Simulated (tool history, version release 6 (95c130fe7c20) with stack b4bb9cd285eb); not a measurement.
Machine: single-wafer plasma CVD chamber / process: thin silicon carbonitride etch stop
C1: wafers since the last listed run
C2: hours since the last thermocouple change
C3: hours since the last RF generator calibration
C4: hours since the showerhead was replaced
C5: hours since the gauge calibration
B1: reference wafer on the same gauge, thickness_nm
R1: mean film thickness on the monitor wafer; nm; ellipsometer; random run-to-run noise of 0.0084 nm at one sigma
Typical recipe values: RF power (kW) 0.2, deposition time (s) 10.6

run 1 hour=0 | RF_power_(kW)=0.2 deposition_time_(s)=10.6 | C1=0 C2=349.3 C3=649.2 C4=7048.6 C5=3215.8 | B1=6.141 | R1=5.542
run 2 hour=261.2 | RF_power_(kW)=0.2 deposition_time_(s)=10.6 | C1=5926 C2=610.5 C3=910.4 C4=7309.8 C5=3477 | B1=6.142 | R1=5.541
run 3 hour=303.2 | RF_power_(kW)=0.2 deposition_time_(s)=11.1 | C1=953 C2=652.5 C3=952.4 C4=7351.8 C5=3519 | B1=6.143 | R1=5.79
run 4 hour=395.4 | RF_power_(kW)=0.2 deposition_time_(s)=11.1 | C1=2092 C2=744.7 C3=1044.6 C4=7444 C5=3611.2 | B1=6.139 | R1=5.777
run 5 hour=440.2 | RF_power_(kW)=0.2 deposition_time_(s)=11.1 | C1=1016 C2=789.5 C3=1089.4 C4=7488.8 C5=3656 | B1=6.144 | R1=5.795
-- hour=495.6 gauge calibrated
run 6 hour=506.9 | RF_power_(kW)=0.2 deposition_time_(s)=10.6 | C1=1513 C2=856.2 C3=1156.1 C4=7555.5 C5=11.3 | B1=6.141 | R1=5.517
run 7 hour=600 | RF_power_(kW)=0.2 deposition_time_(s)=10.6 | C1=2112 C2=949.3 C3=1249.2 C4=7648.6 C5=104.4 | B1=6.141 | R1=5.52
run 8 hour=654.2 | RF_power_(kW)=0.2 deposition_time_(s)=10.6 | C1=1229 C2=1003.5 C3=1303.4 C4=7702.8 C5=158.6 | B1=6.139 | R1=5.525
run 9 hour=747 | RF_power_(kW)=0.2 deposition_time_(s)=10.6 | C1=2105 C2=1096.3 C3=1396.2 C4=7795.6 C5=251.4 | B1=6.14 | R1=5.519
-- hour=931.9 RF generator calibrated
run 10 hour=932.4 | RF_power_(kW)=0.2 deposition_time_(s)=10.6 | C1=4025 C2=1281.7 C3=0.5 C4=7981 C5=436.8 | B1=6.14 | R1=5.588
run 11 hour=1032.1 | RF_power_(kW)=0.2 deposition_time_(s)=10.6 | C1=2262 C2=1381.4 C3=100.2 C4=8080.7 C5=536.5 | B1=6.142 | R1=5.588
run 12 hour=1093.2 | RF_power_(kW)=0.225 deposition_time_(s)=11 | C1=1386 C2=1442.5 C3=161.3 C4=8141.8 C5=597.6 | B1=6.139 | R1=6.011
run 13 hour=1144.2 | RF_power_(kW)=0.22 deposition_time_(s)=10.6 | C1=1157 C2=1493.5 C3=212.3 C4=8192.8 C5=648.6 | B1=6.141 | R1=5.762
run 14 hour=1198.9 | RF_power_(kW)=0.175 deposition_time_(s)=8.9 | C1=1241 C2=1548.2 C3=267 C4=8247.5 C5=703.3 | B1=6.141 | R1=4.469
run 15 hour=1235.3 | RF_power_(kW)=0.2 deposition_time_(s)=10.6 | C1=825 C2=1584.6 C3=303.4 C4=8283.9 C5=739.7 | B1=6.139 | R1=5.554
run 16 hour=1314.2 | RF_power_(kW)=0.2 deposition_time_(s)=11.6 | C1=1790 C2=1663.5 C3=382.3 C4=8362.8 C5=818.6 | B1=6.144 | R1=6.086
-- hour=1353 showerhead replaced
run 17 hour=1409.6 | RF_power_(kW)=0.2 deposition_time_(s)=8.7 | C1=1983 C2=1758.9 C3=477.7 C4=56.6 C5=914 | B1=6.141 | R1=4.565
run 18 hour=1500.1 | RF_power_(kW)=0.19 deposition_time_(s)=10.6 | C1=2053 C2=1849.4 C3=568.2 C4=147.1 C5=1004.5 | B1=6.141 | R1=5.451
run 19 hour=1566.9 | RF_power_(kW)=0.185 deposition_time_(s)=9.3 | C1=1515 C2=1916.2 C3=635 C4=213.9 C5=1071.3 | B1=6.139 | R1=4.74
run 20 hour=1616.5 | RF_power_(kW)=0.165 deposition_time_(s)=8.8 | C1=1125 C2=1965.8 C3=684.6 C4=263.5 C5=1120.9 | B1=6.141 | R1=4.3
run 21 hour=1658.7 | RF_power_(kW)=0.2 deposition_time_(s)=10.6 | C1=957 C2=2008 C3=726.8 C4=305.7 C5=1163.1 | B1=6.139 | R1=5.528
run 22 hour=1719.1 | RF_power_(kW)=0.2 deposition_time_(s)=10.6 | C1=1370 C2=2068.4 C3=787.2 C4=366.1 C5=1223.5 | B1=6.141 | R1=5.537
-- hour=1762.2 thermocouple changed; heater temperature recalibrated
run 23 hour=1796.3 | RF_power_(kW)=0.165 deposition_time_(s)=10.6 | C1=1570 C2=34.1 C3=864.4 C4=443.3 C5=1300.7 | B1=6.141 | R1=5.195
run 24 hour=1845.5 | RF_power_(kW)=0.22 deposition_time_(s)=9.4 | C1=1116 C2=83.3 C3=913.6 C4=492.5 C5=1349.9 | B1=6.143 | R1=5.062
run 25 hour=1995.5 | RF_power_(kW)=0.2 deposition_time_(s)=10.6 | C1=3403 C2=233.3 C3=1063.6 C4=642.5 C5=1499.9 | B1=6.138 | R1=5.534
run 26 hour=2097.1 | RF_power_(kW)=0.23 deposition_time_(s)=12.5 | C1=2305 C2=334.9 C3=1165.2 C4=744.1 C5=1601.5 | B1=6.139 | R1=6.831
run 27 hour=2221.2 | RF_power_(kW)=0.225 deposition_time_(s)=11 | C1=2815 C2=459 C3=1289.3 C4=868.2 C5=1725.6 | B1=6.142 | R1=5.961
run 28 hour=2272.1 | RF_power_(kW)=0.2 deposition_time_(s)=10.6 | C1=1154 C2=509.9 C3=1340.2 C4=919.1 C5=1776.5 | B1=6.143 | R1=5.542
run 29 hour=2363.1 | RF_power_(kW)=0.235 deposition_time_(s)=9.8 | C1=2064 C2=600.9 C3=1431.2 C4=1010.1 C5=1867.5 | B1=6.141 | R1=5.374
run 30 hour=2407.2 | RF_power_(kW)=0.21 deposition_time_(s)=11.8 | C1=1000 C2=645 C3=1475.3 C4=1054.2 C5=1911.6 | B1=6.14 | R1=6.247
run 31 hour=2449.7 | RF_power_(kW)=0.215 deposition_time_(s)=10 | C1=964 C2=687.5 C3=1517.8 C4=1096.7 C5=1954.1 | B1=6.144 | R1=5.327
run 32 hour=2533.7 | RF_power_(kW)=0.175 deposition_time_(s)=11.8 | C1=1906 C2=771.5 C3=1601.8 C4=1180.7 C5=2038.1 | B1=6.14 | R1=5.887
-- hour=2587.6 RF generator calibrated
run 33 hour=2596.1 | RF_power_(kW)=0.2 deposition_time_(s)=10.6 | C1=1234 C2=833.9 C3=8.5 C4=1243.1 C5=2100.5 | B1=6.135 | R1=5.581
run 34 hour=2691.2 | RF_power_(kW)=0.2 deposition_time_(s)=10.6 | C1=2157 C2=929 C3=103.6 C4=1338.2 C5=2195.6 | B1=6.141 | R1=5.572

What differs in the tool's unlogged condition from the final listed run ahead of each entry between runs to the first listed run following it?
Logged between run 5 and run 6: gauge calibrated (hour 495.6)
  delivered RF power above the setpoint (%): -3.99 -> -4.06
  measured value less the no-hidden-state value, R1: -0.079 -> -0.077 nm
Logged between run 9 and run 10: RF generator calibrated (hour 931.9)
  delivered RF power above the setpoint (%): -4.24 -> -0.115
  measured value less the no-hidden-state value, R1: -0.08 -> -0.002 nm
Logged between run 16 and run 17: showerhead replaced (hour 1353)
  delivered RF power above the setpoint (%): -2.29 -> -2.63
  measured value less the no-hidden-state value, R1: -0.047 -> -0.04 nm
Logged between run 22 and run 23: thermocouple changed; heater temperature recalibrated (hour 1762.2)
  delivered RF power above the setpoint (%): -3.4 -> -3.53
  measured value less the no-hidden-state value, R1: -0.064 -> -0.063 nm
Logged between run 32 and run 33: RF generator calibrated (hour 2587.6)
  delivered RF power above the setpoint (%): -4.17 -> -0.392
  measured value less the no-hidden-state value, R1: -0.084 -> -0.007 nm
